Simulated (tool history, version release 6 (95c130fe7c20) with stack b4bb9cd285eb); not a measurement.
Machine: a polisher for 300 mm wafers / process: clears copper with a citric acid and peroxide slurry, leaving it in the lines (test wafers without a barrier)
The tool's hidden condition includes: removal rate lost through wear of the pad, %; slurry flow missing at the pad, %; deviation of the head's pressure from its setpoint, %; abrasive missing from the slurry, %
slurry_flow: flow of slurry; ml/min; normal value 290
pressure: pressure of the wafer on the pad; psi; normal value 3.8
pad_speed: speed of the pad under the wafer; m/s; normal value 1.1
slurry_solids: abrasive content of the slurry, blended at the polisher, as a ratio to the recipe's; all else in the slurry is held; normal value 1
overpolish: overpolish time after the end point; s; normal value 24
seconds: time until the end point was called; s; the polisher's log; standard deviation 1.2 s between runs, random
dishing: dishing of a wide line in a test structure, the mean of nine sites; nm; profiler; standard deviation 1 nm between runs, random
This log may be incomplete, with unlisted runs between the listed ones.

| run | day | slurry_flow | pressure | pad_speed | slurry_solids | overpolish | wafers since the last listed run | wafers polished on this pad | hours since the slurry nozzle was cleaned | hours since the head pressure was calibrated | hours since the slurry blender was calibrated | incoming thickness of the incoming film, nm | seconds | dishing |
|---|---|---|---|---|---|---|---|---|---|---|---|---|---|---|
| 1 | 0 | 290 | 3.8 | 1.1 | 1 | 24 | 0 | 71 | 316.6 | 1158.8 | 75.6 | 285.5 | 97.5 | 40.7 |
| 2 | 0.267 | 290 | 3.8 | 1.1 | 1 | 19 | 33 | 105 | 323 | 1165.2 | 82 | 282 | 95 | 34.1 |
| 3 | 0.646 | 290 | 3.8 | 1.1 | 1 | 19 | 47 | 152 | 332.1 | 1174.3 | 91.1 | 285.8 | 100.1 | 33 |
| 4 | 1.358 | 290 | 3.8 | 1.1 | 1 | 24 | 89 | 242 | 349.2 | 1191.4 | 108.2 | 289.4 | 104.2 | 40.1 |
| 5 | 1.642 | 290 | 3.8 | 1.1 | 1 | 24 | 35 | 277 | 356 | 1198.2 | 115 | 286.3 | 103.4 | 40 |
| 6 | 2.283 | 290 | 4.5 | 1.1 | 1 | 24 | 80 | 358 | 371.4 | 1213.6 | 130.4 | 289.4 | 91.9 | 46.1 |
| 7 | 2.629 | 290 | 4.8 | 0.9 | 1 | 24 | 43 | 401 | 379.7 | 1221.9 | 138.7 | 285.4 | 93.7 | 42.7 |
| 8 | 3.025 | 290 | 4.8 | 0.9 | 1 | 24 | 49 | 451 | 389.2 | 1231.4 | 148.2 | 288 | 95.8 | 42.9 |
|  | 3.196 | worn pad replaced by a new one |
|  | 3.25 | slurry nozzle cleaned |
| 9 | 3.608 | 225 | 3.8 | 1.1 | 1 | 24 | 47 | 46 | 8.6 | 1245.4 | 162.2 | 280.6 | 99.5 | 40.5 |
| 10 | 4.175 | 225 | 3.8 | 1.1 | 1 | 24 | 71 | 117 | 22.2 | 1259 | 175.8 | 287.9 | 104.6 | 39.5 |
| 11 | 4.792 | 290 | 2.9 | 1.1 | 1 | 35 | 77 | 195 | 37 | 1273.8 | 190.6 | 282.2 | 135.3 | 42.1 |
|  | 5.192 | head pressure recalibrated |
| 12 | 5.512 | 290 | 3 | 0.9 | 1 | 24 | 80 | 275 | 54.3 | 7.7 | 207.9 | 285.9 | 148.4 | 27.9 |
|  | 5.683 | slurry blender recalibrated |
| 13 | 6.188 | 290 | 4.5 | 1.1 | 1 | 24 | 74 | 349 | 70.5 | 23.9 | 12.1 | 285.4 | 84.4 | 47.7 |
| 14 | 6.479 | 290 | 3.8 | 0.88 | 1 | 24 | 36 | 386 | 77.5 | 30.9 | 19.1 | 288.5 | 117.6 | 37.9 |

Run 15 is up next; what results do you expect?
| 15 | 7.012 | 290 | 2.7 | 1.1 | 1.25 | 24 | 67 | 453 | 90.3 | 43.7 | 31.9 | 280.1 | ? | ? |

For run 15 the tool returned seconds 131.9 s, dishing 31.4 nm.
The same run, on a tool lacking any hidden state, would have yielded seconds 110.3 s, dishing 36.7 nm.
